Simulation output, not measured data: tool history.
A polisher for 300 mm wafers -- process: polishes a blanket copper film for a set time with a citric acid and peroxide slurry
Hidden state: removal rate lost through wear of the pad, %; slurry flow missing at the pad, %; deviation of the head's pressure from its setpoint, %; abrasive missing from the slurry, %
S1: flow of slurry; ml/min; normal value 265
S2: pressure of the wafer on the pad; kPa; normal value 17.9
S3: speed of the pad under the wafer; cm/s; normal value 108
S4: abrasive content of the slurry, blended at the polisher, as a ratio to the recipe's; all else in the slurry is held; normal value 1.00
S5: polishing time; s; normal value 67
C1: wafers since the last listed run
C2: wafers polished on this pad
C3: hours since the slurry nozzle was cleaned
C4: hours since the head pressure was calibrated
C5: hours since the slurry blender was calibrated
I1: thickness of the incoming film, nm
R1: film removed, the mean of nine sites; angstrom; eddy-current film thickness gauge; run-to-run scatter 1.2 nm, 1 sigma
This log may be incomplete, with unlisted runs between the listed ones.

| run | hour | S1 | S2 | S3 | S4 | S5 | C1 | C2 | C3 | C4 | C5 | I1 | R1 |
|---|---|---|---|---|---|---|---|---|---|---|---|---|---|
| 1 | 0.0 | 265 | 17.9 | 108 | 1.00 | 79 | 0 | 5266 | 226.0 | 1157.9 | 151.8 | 1201.0 | 1415 |
|  | 98.7 | worn pad replaced by a new one |
| 2 | 125.6 | 265 | 17.9 | 108 | 1.00 | 79 | 1093 | 241 | 351.6 | 1283.5 | 277.4 | 1216.1 | 1403 |
|  | 168.9 | head pressure recalibrated |
| 3 | 227.5 | 265 | 17.9 | 108 | 1.00 | 67 | 898 | 1140 | 453.5 | 58.6 | 379.3 | 1189.0 | 1171 |
| 4 | 302.1 | 265 | 17.9 | 108 | 1.00 | 67 | 670 | 1811 | 528.1 | 133.2 | 453.9 | 1187.7 | 1194 |
|  | 351.6 | slurry nozzle cleaned |
| 5 | 386.0 | 215 | 17.9 | 108 | 0.90 | 67 | 745 | 2556 | 34.4 | 217.1 | 537.8 | 1204.3 | 1135 |
| 6 | 447.2 | 215 | 17.9 | 108 | 0.90 | 67 | 550 | 3107 | 95.6 | 278.3 | 599.0 | 1211.0 | 1113 |
|  | 506.6 | slurry blender recalibrated |
| 7 | 676.1 | 265 | 22.8 | 108 | 1.00 | 67 | 2040 | 5147 | 324.5 | 507.2 | 169.5 | 1206.4 | 1494 |
| 8 | 748.9 | 265 | 22.8 | 108 | 1.00 | 67 | 654 | 5802 | 397.3 | 580.0 | 242.3 | 1201.4 | 1500 |
| 9 | 787.6 | 265 | 17.9 | 108 | 1.00 | 67 | 348 | 6150 | 436.0 | 618.7 | 281.0 | 1188.1 | 1184 |
|  | 801.2 | worn pad replaced by a new one |
| 10 | 883.1 | 265 | 17.9 | 108 | 1.00 | 67 | 822 | 736 | 531.5 | 714.2 | 376.5 | 1203.2 | 1191 |
|  | 905.9 | slurry nozzle cleaned |
| 11 | 988.7 | 265 | 15.9 | 108 | 1.00 | 67 | 940 | 1677 | 82.8 | 819.8 | 482.1 | 1198.9 | 1070 |
| 12 | 1026.9 | 265 | 17.9 | 108 | 1.00 | 67 | 343 | 2021 | 121.0 | 858.0 | 520.3 | 1219.3 | 1197 |
| 13 | 1064.1 | 265 | 17.9 | 108 | 0.85 | 67 | 334 | 2355 | 158.2 | 895.2 | 557.5 | 1205.0 | 1138 |
|  | 1114.3 | slurry blender recalibrated |
| 14 | 1244.6 | 180 | 12.4 | 108 | 1.15 | 52 | 1605 | 3961 | 338.7 | 1075.7 | 130.3 | 1204.4 | 629 |
|  | 1413.4 | head pressure recalibrated |
| 15 | 1462.7 | 265 | 17.9 | 120 | 1.10 | 45 | 1943 | 5904 | 556.8 | 49.3 | 348.4 | 1178.0 | 893 |
|  | 1468.5 | slurry nozzle cleaned |
|  | 1478.8 | worn pad replaced by a new one |
| 16 | 1523.9 | 265 | 17.9 | 108 | 1.00 | 67 | 505 | 405 | 55.4 | 110.5 | 409.6 | 1201.4 | 1193 |
| 17 | 1620.7 | 180 | 17.9 | 108 | 1.00 | 51 | 870 | 1276 | 152.2 | 207.3 | 506.4 | 1188.5 | 868 |
| 18 | 1714.7 | 265 | 12.4 | 124 | 1.20 | 67 | 845 | 2121 | 246.2 | 301.3 | 600.4 | 1221.6 | 984 |
|  | 1726.1 | slurry blender recalibrated |
| 19 | 1775.5 | 265 | 14.5 | 136 | 1.00 | 88 | 528 | 2650 | 307.0 | 362.1 | 49.4 | 1201.6 | 1571 |
| 20 | 1872.9 | 305 | 13.8 | 108 | 1.20 | 53 | 875 | 3526 | 404.4 | 459.5 | 146.8 | 1206.7 | 767 |
| 21 | 1949.4 | 265 | 13.8 | 108 | 1.00 | 67 | 688 | 4214 | 480.9 | 536.0 | 223.3 | 1209.8 | 904 |
| 22 | 1991.8 | 265 | 17.9 | 108 | 1.00 | 67 | 381 | 4596 | 523.3 | 578.4 | 265.7 | 1199.4 | 1209 |
|  | 2034.7 | worn pad replaced by a new one |
| 23 | 2075.3 | 265 | 22.1 | 126 | 1.00 | 67 | 715 | 365 | 606.8 | 661.9 | 349.2 | 1196.3 | 1675 |
|  | 2092.9 | slurry nozzle cleaned |
| 24 | 2139.8 | 305 | 17.9 | 108 | 1.00 | 80 | 571 | 936 | 46.9 | 726.4 | 413.7 | 1214.9 | 1433 |
| 25 | 2234.7 | 295 | 17.9 | 120 | 1.25 | 67 | 853 | 1789 | 141.8 | 821.3 | 508.6 | 1210.8 | 1398 |
|  | 2305.1 | slurry blender recalibrated |
| 26 | 2320.4 | 195 | 17.9 | 92 | 1.00 | 50 | 752 | 2542 | 227.5 | 907.0 | 15.3 | 1210.2 | 723 |
| 27 | 2514.2 | 200 | 17.9 | 108 | 0.70 | 67 | 1742 | 4285 | 421.3 | 1100.8 | 209.1 | 1190.0 | 1074 |
| 28 | 2550.4 | 265 | 17.9 | 108 | 1.00 | 67 | 325 | 4611 | 457.5 | 1137.0 | 245.3 | 1191.2 | 1190 |
|  | 2570.9 | worn pad replaced by a new one |
| 29 | 2622.4 | 355 | 23.4 | 108 | 0.80 | 47 | 611 | 463 | 529.5 | 1209.0 | 317.3 | 1216.7 | 1045 |
| 30 | 2681.1 | 305 | 17.9 | 108 | 1.00 | 67 | 527 | 991 | 588.2 | 1267.7 | 376.0 | 1213.0 | 1193 |

Give the tool's hidden conditions for every run:
removal rate lost through wear of the pad, %: 0 in every run
slurry flow missing at the pad, %: 0 in every run
deviation of the head's pressure from its setpoint, %: 0 in every run
abrasive missing from the slurry, %: 0 in every run
